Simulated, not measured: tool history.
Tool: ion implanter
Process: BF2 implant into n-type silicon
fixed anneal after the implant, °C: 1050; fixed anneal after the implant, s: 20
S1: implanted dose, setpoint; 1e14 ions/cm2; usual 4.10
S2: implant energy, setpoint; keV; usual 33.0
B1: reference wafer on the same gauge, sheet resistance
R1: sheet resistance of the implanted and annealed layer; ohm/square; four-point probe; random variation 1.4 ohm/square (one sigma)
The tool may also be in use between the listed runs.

run   hour    S1    S2      B1      R1
  1    0.0  4.10  33.0  283.97  320.02
  2   17.0  4.10  33.0  284.22  319.35
  3   30.4  4.99  33.0  284.48  271.14
  4   64.9  4.99  33.0  283.99  270.19
  5   82.3  4.10  41.0  284.01  314.46
  6  108.1  4.10  41.0  284.12  317.50
  7  132.7  3.39  33.0  283.67  375.74
  8  152.1  3.44  33.0  283.82  370.60
  9  174.3  4.10  33.0  284.13  319.63
 10  206.9  4.10  33.0  283.75  320.40
 11  221.8  4.10  33.0  283.99  317.45
 12  255.7  4.10  33.0  284.05  322.88
 13  272.9  4.10  33.0  283.73  316.93
 14  308.2  4.10  33.0  283.92  320.26
     336.6  -- extraction supply calibrated
 15  337.1  4.10  33.0  284.14  317.30
 16  365.4  4.10  33.0  284.10  319.99
 17  395.9  3.37  43.5  283.90  367.90
     401.6  -- gauge calibrated
 18  408.3  4.10  33.0  283.81  319.89
 19  430.8  3.35  28.0  284.01  387.70
 20  466.4  4.70  33.0  283.81  285.16
 21  494.0  4.10  43.5  283.97  313.58
     503.3  -- Faraday cup replaced and dose calibrated
 22  527.7  4.75  33.0  284.04  283.09
 23  561.9  3.41  21.5  283.91  386.05
 24  586.8  3.51  22.5  284.02  375.55
 25  619.2  3.44  33.0  284.19  370.11
 26  632.3  3.63  38.5  284.35  348.03
 27  661.5  4.10  33.0  283.85  319.47
 28  695.0  5.17  36.0  284.17  260.96
 29  709.2  3.72  28.5  284.49  352.11
 30  732.5  3.75  28.0  283.99  349.86
 31  760.4  4.57  36.5  284.25  289.87
 32  784.9  5.20  37.0  284.26  258.77

Forecast each of these 5 alternatives for the next run:
  A  785.3  4.10  33.0   ?   ?
  B  785.3  3.03  33.0   ?   ?
  C  785.3  4.44  22.0   ?   ?
  D  785.3  5.33  26.5   ?   ?
  E  785.3  3.24  28.5   ?   ?

run      B1      R1
  A  284.13  319.70
  B  284.13  412.35
  C  284.13  308.23
  D  284.13  260.07
  E  284.13  395.02
Without the tool's hidden state the same runs would have given:
run      R1
  A  319.70
  B  412.35
  C  308.23
  D  260.07
  E  395.02
